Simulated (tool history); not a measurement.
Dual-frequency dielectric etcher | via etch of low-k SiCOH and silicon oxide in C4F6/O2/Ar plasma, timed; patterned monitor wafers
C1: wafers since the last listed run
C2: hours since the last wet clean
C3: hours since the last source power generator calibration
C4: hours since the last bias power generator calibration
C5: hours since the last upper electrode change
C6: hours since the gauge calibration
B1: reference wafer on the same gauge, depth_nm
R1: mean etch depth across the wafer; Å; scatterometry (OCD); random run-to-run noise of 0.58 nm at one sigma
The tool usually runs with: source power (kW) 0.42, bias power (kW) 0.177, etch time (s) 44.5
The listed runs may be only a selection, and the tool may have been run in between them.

run 1 hour=0 | source_power_(kW)=0.42 bias_power_(kW)=0.149 etch_time_(s)=44.5 | C1=0 C2=251.2 C3=3923 C4=3302 C5=3661 C6=25 | B1=93.9 | R1=1072
run 2 hour=30.5 | source_power_(kW)=0.42 bias_power_(kW)=0.149 etch_time_(s)=44.5 | C1=346 C2=281.7 C3=3953.5 C4=3332.5 C5=3691.5 C6=55.5 | B1=94 | R1=1079
run 3 hour=57.5 | source_power_(kW)=0.42 bias_power_(kW)=0.149 etch_time_(s)=44.5 | C1=307 C2=308.7 C3=3980.5 C4=3359.5 C5=3718.5 C6=82.5 | B1=94 | R1=1097
run 4 hour=76.3 | source_power_(kW)=0.47 bias_power_(kW)=0.177 etch_time_(s)=44.5 | C1=213 C2=327.5 C3=3999.3 C4=3378.3 C5=3737.3 C6=101.3 | B1=94 | R1=1189
run 5 hour=103.6 | source_power_(kW)=0.47 bias_power_(kW)=0.177 etch_time_(s)=44.5 | C1=310 C2=354.8 C3=4026.6 C4=3405.6 C5=3764.6 C6=128.6 | B1=94.2 | R1=1180
run 6 hour=117 | source_power_(kW)=0.38 bias_power_(kW)=0.177 etch_time_(s)=34 | C1=152 C2=368.2 C3=4040 C4=3419 C5=3778 C6=142 | B1=93.9 | R1=834
run 7 hour=139.7 | source_power_(kW)=0.38 bias_power_(kW)=0.177 etch_time_(s)=34 | C1=258 C2=390.9 C3=4062.7 C4=3441.7 C5=3800.7 C6=164.7 | B1=93.9 | R1=841
run 8 hour=156.2 | source_power_(kW)=0.42 bias_power_(kW)=0.177 etch_time_(s)=44.5 | C1=187 C2=407.4 C3=4079.2 C4=3458.2 C5=3817.2 C6=181.2 | B1=94 | R1=1130
-- hour=210.8 bias power generator calibrated
-- hour=220.8 source power generator calibrated
run 9 hour=234.2 | source_power_(kW)=0.42 bias_power_(kW)=0.177 etch_time_(s)=44.5 | C1=796 C2=485.4 C3=13.4 C4=23.4 C5=3895.2 C6=259.2 | B1=94 | R1=1139
-- hour=270.7 wet clean of the chamber
run 10 hour=271.2 | source_power_(kW)=0.47 bias_power_(kW)=0.189 etch_time_(s)=56.5 | C1=147 C2=0.5 C3=50.4 C4=60.4 C5=3932.2 C6=296.2 | B1=94.1 | R1=1588
-- hour=313.8 gauge calibrated
-- hour=323.1 upper electrode replaced
-- hour=333.3 wet clean of the chamber, repeated, since the last time left the tool worse
run 11 hour=333.8 | source_power_(kW)=0.39 bias_power_(kW)=0.177 etch_time_(s)=44.5 | C1=322 C2=0.5 C3=113 C4=123 C5=10.7 C6=20 | B1=94 | R1=1070
run 12 hour=362.5 | source_power_(kW)=0.48 bias_power_(kW)=0.177 etch_time_(s)=40 | C1=326 C2=29.2 C3=141.7 C4=151.7 C5=39.4 C6=48.7 | B1=94 | R1=1054
run 13 hour=380 | source_power_(kW)=0.42 bias_power_(kW)=0.199 etch_time_(s)=40 | C1=199 C2=46.7 C3=159.2 C4=169.2 C5=56.9 C6=66.2 | B1=93.9 | R1=1034
run 14 hour=395.2 | source_power_(kW)=0.42 bias_power_(kW)=0.177 etch_time_(s)=44.5 | C1=172 C2=61.9 C3=174.4 C4=184.4 C5=72.1 C6=81.4 | B1=94 | R1=1123
run 15 hour=428.7 | source_power_(kW)=0.51 bias_power_(kW)=0.147 etch_time_(s)=49.5 | C1=381 C2=95.4 C3=207.9 C4=217.9 C5=105.6 C6=114.9 | B1=93.9 | R1=1287

For run 16, what comes out?
run 16 hour=443.8 | source_power_(kW)=0.42 bias_power_(kW)=0.164 etch_time_(s)=48.5 | C1=171 C2=110.5 C3=223 C4=233 C5=120.7 C6=130 | B1=? | R1=?

{"run 16": {"B1": 94.1, "R1": 1203}}
If the tool had no hidden condition, the same run with the same run-to-run variation would have returned R1 1193 Å.
